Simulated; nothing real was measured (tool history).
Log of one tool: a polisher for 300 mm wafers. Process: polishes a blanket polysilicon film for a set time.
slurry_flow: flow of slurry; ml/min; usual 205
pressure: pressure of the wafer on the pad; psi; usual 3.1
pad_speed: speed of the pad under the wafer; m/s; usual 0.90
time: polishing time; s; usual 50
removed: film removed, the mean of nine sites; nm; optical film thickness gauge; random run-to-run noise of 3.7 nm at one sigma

run    hour  slurry_flow  pressure  pad_speed  time  wafers since the last listed run  wafers polished on this pad  hours since the slurry nozzle was cleaned  hours since the head pressure was calibrated  incoming thickness of the incoming film, nm  removed
  1     0.0          245       3.1       0.90    37                                 0                          108                                      360.7                                        1018.5                                       2265.2    293.7
  2    33.3          245       3.1       0.90    37                               352                          460                                      394.0                                        1051.8                                       2257.8    291.3
  3    61.9          205       3.8       0.80    50                               302                          762                                      422.6                                        1080.4                                       2239.2    422.6
  4   106.7          205       3.8       0.80    50                               473                         1236                                      467.4                                        1125.2                                       2271.4    423.7
  5   174.7          205       3.1       0.80    50                               718                         1955                                      535.4                                        1193.2                                       2243.9    344.8
      207.9  -- worn pad replaced by a new one
  6   232.2          205       3.1       0.80    50                               565                          257                                      592.9                                        1250.7                                       2282.2    346.1
  7   279.6          205       3.1       1.08    50                               501                          758                                      640.3                                        1298.1                                       2319.1    453.4
  8   344.6          205       3.1       1.08    50                               687                         1445                                      705.3                                        1363.1                                       2262.5    462.6
      350.0  -- slurry nozzle cleaned
      393.9  -- worn pad replaced by a new one
  9   394.4          205       3.1       0.90    50                               473                            5                                       44.4                                        1412.9                                       2284.4    386.8
      426.0  -- head pressure recalibrated
 10   459.7          205       3.1       0.90    50                               669                          674                                      109.7                                          33.7                                       2285.3    388.1
 11   526.7          205       2.1       0.90    50                               708                         1382                                      176.7                                         100.7                                       2285.5    260.4
 12   587.8          180       3.1       0.90    50                               646                         2028                                      237.8                                         161.8                                       2284.3    383.6
      625.2  -- worn pad replaced by a new one
 13   707.5          170       2.7       0.90    50                              1223                          869                                      357.5                                         281.5                                       2320.3    331.2
 14   765.4          205       3.1       0.90    50                               612                         1482                                      415.4                                         339.4                                       2292.8    390.6
      814.9  -- worn pad replaced by a new one
 15   836.1          175       3.1       0.64    57                               705                          224                                      486.1                                         410.1                                       2290.5    320.6
 16   903.4          205       3.1       0.90    50                               711                          936                                      553.4                                         477.4                                       2307.7    392.2
 17   969.9          160       3.1       0.90    60                               703                         1639                                      619.9                                         543.9                                       2254.6    446.8
 18  1020.3          185       2.7       0.90    50                               532                         2172                                      670.3                                         594.3                                       2269.5    331.4

Hidden state, per run?
removal rate lost through wear of the pad, %: 0 at every run
slurry flow missing at the pad, %: 0 at every run
deviation of the head's pressure from its setpoint, %: 0 at every run
